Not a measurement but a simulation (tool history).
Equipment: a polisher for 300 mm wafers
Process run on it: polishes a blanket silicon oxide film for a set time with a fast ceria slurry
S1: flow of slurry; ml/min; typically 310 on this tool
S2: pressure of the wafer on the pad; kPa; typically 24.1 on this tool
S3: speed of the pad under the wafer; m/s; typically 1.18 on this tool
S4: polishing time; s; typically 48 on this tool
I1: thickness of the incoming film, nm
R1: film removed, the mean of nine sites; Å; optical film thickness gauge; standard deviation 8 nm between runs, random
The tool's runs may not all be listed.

run     day   S1    S2    S3  S4      I1     R1
  1   0.000  310  24.1  1.18  48  3111.2   8511
  2   1.750  310  24.1  1.18  48  3085.8   8722
      2.671  -- worn pad replaced by a new one
      4.758  -- slurry nozzle cleaned
  3   5.246  310  24.1  1.18  48  3139.7   9204
  4   9.075  310  29.0  1.40  48  3133.0  11693
     11.108  -- head pressure recalibrated
  5  11.646  310  24.1  1.18  48  3197.0   8884
  6  15.558  310  24.1  1.18  48  3157.5   8815
  7  18.850  345  20.0  1.18  48  3149.9   7833
     20.983  -- worn pad replaced by a new one
  8  21.371  310  24.1  1.18  48  3117.1   9235
     22.175  -- slurry nozzle cleaned
  9  25.858  310  24.1  1.18  48  3196.5   8792
 10  29.200  310  24.1  1.18  48  3136.9   8814
 11  33.121  375  24.1  1.18  61  3129.7  11474
 12  35.475  375  24.1  1.18  48  3176.4   8848
     39.042  -- worn pad replaced by a new one
 13  39.258  375  24.1  1.18  48  3118.6   9567
     39.567  -- slurry nozzle cleaned
 14  47.104  375  24.1  1.18  48  3185.2   8965
 15  49.108  310  24.1  1.18  48  3136.2   8769
 16  50.642  230  24.1  1.18  61  3183.7  10795
     51.100  -- head pressure recalibrated
 17  52.975  310  17.2  1.44  48  3103.7   8922
 18  56.929  400  29.6  1.18  48  3149.5   9992
     57.533  -- slurry nozzle cleaned
     59.400  -- worn pad replaced by a new one
 19  61.358  310  24.1  1.18  48  3150.3   9114
 20  64.704  310  24.1  1.18  48  3167.6   8862
 21  68.783  310  24.1  1.18  48  3155.3   8748
 22  70.317  380  15.9  1.48  48  3121.4   8947
 23  72.442  310  24.1  1.18  55  3182.5   9899
     73.433  -- slurry nozzle cleaned
 24  75.550  265  18.6  1.02  41  3200.6   5325
     76.896  -- worn pad replaced by a new one
 25  77.100  310  24.1  1.02  48  3162.3   7979
 26  81.350  405  26.2  0.86  41  3164.7   6022
 27  83.671  310  24.1  1.18  48  3121.8   8885
 28  87.346  215  20.0  1.18  53  3165.4   8477
     89.942  -- head pressure recalibrated
 29  90.954  260  24.1  1.18  53  3189.1   9495

What if the next run were any one of these 4? Each begins from the tool's condition after run 29:
  A  90.971  310  24.1  1.18  35  3193.2   ?
  B  90.971  310  29.0  1.18  43  3193.2   ?
  C  90.971  310  32.4  0.80  48  3193.2   ?
  D  90.971  310  24.1  1.40  53  3193.2   ?

run     R1
  A   6363
  B   8755
  C   7133
  D  11432
With no hidden state in the tool, these same runs would have given:
run     R1
  A   6845
  B   9419
  C   7674
  D  12299

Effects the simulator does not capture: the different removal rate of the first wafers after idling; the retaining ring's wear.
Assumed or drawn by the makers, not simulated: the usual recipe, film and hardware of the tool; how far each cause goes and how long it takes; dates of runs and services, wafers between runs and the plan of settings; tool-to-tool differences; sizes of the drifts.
